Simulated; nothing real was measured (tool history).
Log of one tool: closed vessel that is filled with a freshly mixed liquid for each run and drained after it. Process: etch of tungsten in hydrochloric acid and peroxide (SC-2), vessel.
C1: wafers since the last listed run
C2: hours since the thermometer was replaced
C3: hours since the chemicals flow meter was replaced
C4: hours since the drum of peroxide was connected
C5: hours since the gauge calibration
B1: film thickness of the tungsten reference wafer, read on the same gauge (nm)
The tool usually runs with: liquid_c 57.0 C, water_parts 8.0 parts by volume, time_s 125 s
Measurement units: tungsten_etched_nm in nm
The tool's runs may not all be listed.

run 1 hour=0.0 | liquid_c=57.0 water_parts=8.0 time_s=125 | C1=0 C2=1569.6 C3=1229.6 C4=182.5 C5=182.5 | B1=100.00 | tungsten_etched_nm=64.33
run 2 hour=34.0 | liquid_c=57.0 water_parts=8.0 time_s=125 | C1=2680 C2=1603.6 C3=1263.6 C4=216.5 C5=216.5 | B1=100.00 | tungsten_etched_nm=65.11
run 3 hour=56.3 | liquid_c=57.0 water_parts=6.5 time_s=125 | C1=1757 C2=1625.9 C3=1285.9 C4=238.8 C5=238.8 | B1=100.00 | tungsten_etched_nm=75.96
run 4 hour=80.7 | liquid_c=57.0 water_parts=8.0 time_s=125 | C1=1923 C2=1650.3 C3=1310.3 C4=263.2 C5=263.2 | B1=100.00 | tungsten_etched_nm=65.20
run 5 hour=107.3 | liquid_c=57.0 water_parts=8.0 time_s=110 | C1=2096 C2=1676.9 C3=1336.9 C4=289.8 C5=289.8 | B1=100.00 | tungsten_etched_nm=57.07
run 6 hour=125.2 | liquid_c=57.0 water_parts=8.0 time_s=110 | C1=1411 C2=1694.8 C3=1354.8 C4=307.7 C5=307.7 | B1=100.02 | tungsten_etched_nm=57.55
run 7 hour=154.9 | liquid_c=62.5 water_parts=8.0 time_s=125 | C1=2341 C2=1724.5 C3=1384.5 C4=337.4 C5=337.4 | B1=100.00 | tungsten_etched_nm=90.58
run 8 hour=171.7 | liquid_c=57.0 water_parts=10.5 time_s=125 | C1=1324 C2=1741.3 C3=1401.3 C4=354.2 C5=354.2 | B1=100.00 | tungsten_etched_nm=52.95
run 9 hour=262.3 | liquid_c=57.0 water_parts=8.0 time_s=125 | C1=7142 C2=1831.9 C3=1491.9 C4=444.8 C5=444.8 | B1=99.99 | tungsten_etched_nm=64.54
-- hour=286.7 thermometer replaced
run 10 hour=295.5 | liquid_c=57.0 water_parts=5.5 time_s=100 | C1=2538 C2=8.8 C3=1525.1 C4=478.0 C5=478.0 | B1=100.01 | tungsten_etched_nm=68.49
-- hour=311.1 chemicals flow meter replaced
run 11 hour=311.6 | liquid_c=57.0 water_parts=5.5 time_s=100 | C1=1190 C2=24.9 C3=0.5 C4=494.1 C5=494.1 | B1=100.00 | tungsten_etched_nm=63.10
run 12 hour=325.6 | liquid_c=57.0 water_parts=5.5 time_s=100 | C1=1103 C2=38.9 C3=14.5 C4=508.1 C5=508.1 | B1=100.00 | tungsten_etched_nm=64.21
-- hour=327.1 gauge calibrated
run 13 hour=352.0 | liquid_c=60.0 water_parts=8.0 time_s=125 | C1=2081 C2=65.3 C3=40.9 C4=534.5 C5=24.9 | B1=100.01 | tungsten_etched_nm=72.17
run 14 hour=385.0 | liquid_c=60.0 water_parts=8.0 time_s=125 | C1=2601 C2=98.3 C3=73.9 C4=567.5 C5=57.9 | B1=100.02 | tungsten_etched_nm=71.08
run 15 hour=411.0 | liquid_c=52.5 water_parts=10.5 time_s=190 | C1=2049 C2=124.3 C3=99.9 C4=593.5 C5=83.9 | B1=100.01 | tungsten_etched_nm=53.20
run 16 hour=446.7 | liquid_c=57.0 water_parts=8.0 time_s=125 | C1=2814 C2=160.0 C3=135.6 C4=629.2 C5=119.6 | B1=100.00 | tungsten_etched_nm=59.35
run 17 hour=465.7 | liquid_c=62.0 water_parts=4.0 time_s=60 | C1=1497 C2=179.0 C3=154.6 C4=648.2 C5=138.6 | B1=100.01 | tungsten_etched_nm=63.53
run 18 hour=491.4 | liquid_c=57.0 water_parts=11.5 time_s=195 | C1=2025 C2=204.7 C3=180.3 C4=673.9 C5=164.3 | B1=100.00 | tungsten_etched_nm=67.58
run 19 hour=511.5 | liquid_c=47.5 water_parts=9.5 time_s=160 | C1=1584 C2=224.8 C3=200.4 C4=694.0 C5=184.4 | B1=100.02 | tungsten_etched_nm=35.85
run 20 hour=535.7 | liquid_c=57.0 water_parts=8.0 time_s=145 | C1=1907 C2=249.0 C3=224.6 C4=718.2 C5=208.6 | B1=100.01 | tungsten_etched_nm=68.99
-- hour=560.5 new drum of peroxide connected
run 21 hour=569.4 | liquid_c=57.0 water_parts=8.0 time_s=125 | C1=2577 C2=282.7 C3=258.3 C4=8.9 C5=242.3 | B1=100.00 | tungsten_etched_nm=61.31
run 22 hour=599.1 | liquid_c=54.0 water_parts=8.0 time_s=125 | C1=2341 C2=312.4 C3=288.0 C4=38.6 C5=272.0 | B1=99.99 | tungsten_etched_nm=51.45
run 23 hour=628.2 | liquid_c=67.0 water_parts=6.0 time_s=55 | C1=2294 C2=341.5 C3=317.1 C4=67.7 C5=301.1 | B1=100.00 | tungsten_etched_nm=63.00
run 24 hour=656.0 | liquid_c=47.0 water_parts=12.0 time_s=180 | C1=2191 C2=369.3 C3=344.9 C4=95.5 C5=328.9 | B1=99.99 | tungsten_etched_nm=33.16
run 25 hour=674.0 | liquid_c=61.0 water_parts=11.5 time_s=75 | C1=1418 C2=387.3 C3=362.9 C4=113.5 C5=346.9 | B1=100.00 | tungsten_etched_nm=35.82
run 26 hour=694.7 | liquid_c=57.0 water_parts=8.0 time_s=125 | C1=1631 C2=408.0 C3=383.6 C4=134.2 C5=367.6 | B1=100.02 | tungsten_etched_nm=61.92
run 27 hour=711.2 | liquid_c=52.5 water_parts=10.5 time_s=190 | C1=1300 C2=424.5 C3=400.1 C4=150.7 C5=384.1 | B1=100.00 | tungsten_etched_nm=56.72
run 28 hour=740.2 | liquid_c=57.0 water_parts=5.0 time_s=200 | C1=2286 C2=453.5 C3=429.1 C4=179.7 C5=413.1 | B1=99.98 | tungsten_etched_nm=142.05
run 29 hour=763.4 | liquid_c=54.0 water_parts=5.0 time_s=125 | C1=1828 C2=476.7 C3=452.3 C4=202.9 C5=436.3 | B1=100.00 | tungsten_etched_nm=73.04

Alternative continuations, all from the tool just after run 29; predict every row:
run A hour=764.1 | liquid_c=57.0 water_parts=8.0 time_s=125 | C1=55 C2=477.4 C3=453.0 C4=203.6 C5=437.0 | B1=? | tungsten_etched_nm=?
run B hour=764.1 | liquid_c=64.0 water_parts=10.5 time_s=185 | C1=55 C2=477.4 C3=453.0 C4=203.6 C5=437.0 | B1=? | tungsten_etched_nm=?
run C hour=764.1 | liquid_c=61.5 water_parts=6.0 time_s=125 | C1=55 C2=477.4 C3=453.0 C4=203.6 C5=437.0 | B1=? | tungsten_etched_nm=?
run D hour=764.1 | liquid_c=57.0 water_parts=7.0 time_s=195 | C1=55 C2=477.4 C3=453.0 C4=203.6 C5=437.0 | B1=? | tungsten_etched_nm=?
run E hour=764.1 | liquid_c=61.5 water_parts=6.5 time_s=125 | C1=55 C2=477.4 C3=453.0 C4=203.6 C5=437.0 | B1=? | tungsten_etched_nm=?

run=A B1=100.01 tungsten_etched_nm=62.73
run=B B1=100.01 tungsten_etched_nm=115.28
run=C B1=100.01 tungsten_etched_nm=103.88
run=D B1=100.01 tungsten_etched_nm=108.61
run=E B1=100.01 tungsten_etched_nm=97.83
What these runs would have given with no unlogged condition in the tool:
run=A tungsten_etched_nm=61.47
run=B tungsten_etched_nm=112.77
run=C tungsten_etched_nm=102.04
run=D tungsten_etched_nm=106.55
run=E tungsten_etched_nm=96.04
